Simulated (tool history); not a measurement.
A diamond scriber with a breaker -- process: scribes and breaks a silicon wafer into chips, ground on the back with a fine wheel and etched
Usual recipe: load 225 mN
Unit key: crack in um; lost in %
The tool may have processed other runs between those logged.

run,day,load,wafers since the last listed run,hours since the diamond tip was replaced,hours since the load on the tip was calibrated,"incoming depth of the damage left on the back of the incoming wafer, um",crack,lost
1,0,225,0,612.6,482.8,0.78,13.18,1.79
2,3.346,225,293,692.9,563.1,0.72,13.25,1.87
3,5.475,225,186,744,614.2,0.77,13.16,1.85
4,10.179,225,412,856.9,727.1,0.39,13.36,1.99
5,12.521,279,205,913.1,783.3,0.64,14.61,4.07
6,14.733,279,193,966.2,836.4,0.77,14.84,3.78
# day 15.962: diamond tip replaced by a new one
7,17.2,279,208,29.7,895.6,0.57,14.77,3.42
8,20.054,225,250,98.2,964.1,0.35,13.16,1.99
9,24.083,225,352,194.9,1060.8,0.79,13.35,1.91
10,26.104,225,177,243.4,1109.3,0.53,13.32,2.04
# day 27.4: load on the tip recalibrated
11,27.942,271,153,287.5,13,0.37,13.67,2.48
12,32.242,271,376,390.7,116.2,0.71,14.23,2.79
13,34.088,271,161,435,160.5,0.37,14.09,3.24
14,37.5,225,298,516.9,242.4,0.46,13.34,1.74
15,41.25,225,328,606.9,332.4,0.79,12.87,2.01
16,44.704,225,302,689.8,415.3,0.65,13.23,1.87
17,46.696,225,174,737.6,463.1,0.39,13.67,1.99
18,55.212,246,746,942,667.5,0.36,13.82,2.68
# day 57.312: diamond tip replaced by a new one
19,59.446,246,363,51.2,769.1,0.75,13.93,2.72
20,63.142,262,323,139.9,857.8,0.42,14.05,3.13
21,69.212,261,531,285.6,1003.5,0.49,14.59,3.23
22,72.975,225,329,375.9,1093.8,0.6,13.63,2.01
23,76.638,255,320,463.8,1181.7,0.72,14.16,3.07

Predict the results of run 24:
24,79.312,225,234,528,1245.9,0.71,?,?

crack: 13.72 um
lost: 2.2 %
If the tool had no hidden condition, the same run with the same run-to-run variation would have returned crack 12.77 um, lost 1.77 %.
